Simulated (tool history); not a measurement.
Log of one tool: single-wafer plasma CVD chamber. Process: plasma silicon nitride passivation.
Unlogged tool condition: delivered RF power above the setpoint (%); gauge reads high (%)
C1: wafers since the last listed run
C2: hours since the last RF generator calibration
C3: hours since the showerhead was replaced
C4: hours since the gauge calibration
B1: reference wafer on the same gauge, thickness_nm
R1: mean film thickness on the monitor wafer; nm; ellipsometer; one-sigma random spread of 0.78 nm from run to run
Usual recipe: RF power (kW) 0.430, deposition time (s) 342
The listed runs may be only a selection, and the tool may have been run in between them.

{"run": 1, "hour": 0.0, "RF power (kW)": 0.43, "deposition time (s)": 342, "C1": 0, "C2": 1954.3, "C3": 4898.4, "C4": 152.2, "B1": 476.926, "R1": 504.631}
{"run": 2, "hour": 13.3, "RF power (kW)": 0.43, "deposition time (s)": 342, "C1": 73, "C2": 1967.6, "C3": 4911.7, "C4": 165.5, "B1": 477.018, "R1": 504.56}
{"run": 3, "hour": 25.5, "RF power (kW)": 0.43, "deposition time (s)": 342, "C1": 67, "C2": 1979.8, "C3": 4923.9, "C4": 177.7, "B1": 477.181, "R1": 503.486}
{"run": 4, "hour": 38.0, "RF power (kW)": 0.48, "deposition time (s)": 342, "C1": 69, "C2": 1992.3, "C3": 4936.4, "C4": 190.2, "B1": 476.809, "R1": 525.853}
{"run": 5, "hour": 54.3, "RF power (kW)": 0.48, "deposition time (s)": 342, "C1": 90, "C2": 2008.6, "C3": 4952.7, "C4": 206.5, "B1": 477.016, "R1": 524.475}
{"run": 6, "hour": 67.8, "RF power (kW)": 0.48, "deposition time (s)": 342, "C1": 74, "C2": 2022.1, "C3": 4966.2, "C4": 220.0, "B1": 477.022, "R1": 525.326}
{"run": 7, "hour": 78.9, "RF power (kW)": 0.47, "deposition time (s)": 342, "C1": 61, "C2": 2033.2, "C3": 4977.3, "C4": 231.1, "B1": 477.084, "R1": 521.226}
{"run": 8, "hour": 89.5, "RF power (kW)": 0.43, "deposition time (s)": 342, "C1": 58, "C2": 2043.8, "C3": 4987.9, "C4": 241.7, "B1": 477.108, "R1": 504.641}
{"run": 9, "hour": 102.4, "RF power (kW)": 0.43, "deposition time (s)": 342, "C1": 71, "C2": 2056.7, "C3": 5000.8, "C4": 254.6, "B1": 476.935, "R1": 504.015}
{"run": 10, "hour": 116.2, "RF power (kW)": 0.43, "deposition time (s)": 342, "C1": 76, "C2": 2070.5, "C3": 5014.6, "C4": 268.4, "B1": 476.904, "R1": 504.851}
{"run": 11, "hour": 123.7, "RF power (kW)": 0.43, "deposition time (s)": 376, "C1": 41, "C2": 2078.0, "C3": 5022.1, "C4": 275.9, "B1": 477.001, "R1": 555.408}
{"run": 12, "hour": 141.3, "RF power (kW)": 0.4, "deposition time (s)": 342, "C1": 97, "C2": 2095.6, "C3": 5039.7, "C4": 293.5, "B1": 477.072, "R1": 491.111}
{"hour": 168.1, "done": "RF generator calibrated"}
{"run": 13, "hour": 175.9, "RF power (kW)": 0.4, "deposition time (s)": 316, "C1": 147, "C2": 7.8, "C3": 5074.3, "C4": 328.1, "B1": 476.878, "R1": 468.051}
{"run": 14, "hour": 191.3, "RF power (kW)": 0.43, "deposition time (s)": 342, "C1": 85, "C2": 23.2, "C3": 5089.7, "C4": 343.5, "B1": 477.052, "R1": 519.981}
{"run": 15, "hour": 205.8, "RF power (kW)": 0.345, "deposition time (s)": 394, "C1": 80, "C2": 37.7, "C3": 5104.2, "C4": 358.0, "B1": 476.921, "R1": 549.49}
{"hour": 206.7, "done": "gauge calibrated"}
{"run": 16, "hour": 222.9, "RF power (kW)": 0.39, "deposition time (s)": 395, "C1": 94, "C2": 54.8, "C3": 5121.3, "C4": 16.2, "B1": 477.02, "R1": 579.292}
{"hour": 237.9, "done": "showerhead replaced"}
{"run": 17, "hour": 238.4, "RF power (kW)": 0.43, "deposition time (s)": 342, "C1": 41, "C2": 70.3, "C3": 0.5, "C4": 31.7, "B1": 476.986, "R1": 519.135}

The next listed run, before its measurement:
{"run": 18, "hour": 247.8, "RF power (kW)": 0.35, "deposition time (s)": 319, "C1": 52, "C2": 79.7, "C3": 9.9, "C4": 41.1, "B1": "?", "R1": "?"}

{"run 18": {"B1": 477.048, "R1": 447.933}}
Without the tool's hidden state the same run would have given R1 449.640 nm.

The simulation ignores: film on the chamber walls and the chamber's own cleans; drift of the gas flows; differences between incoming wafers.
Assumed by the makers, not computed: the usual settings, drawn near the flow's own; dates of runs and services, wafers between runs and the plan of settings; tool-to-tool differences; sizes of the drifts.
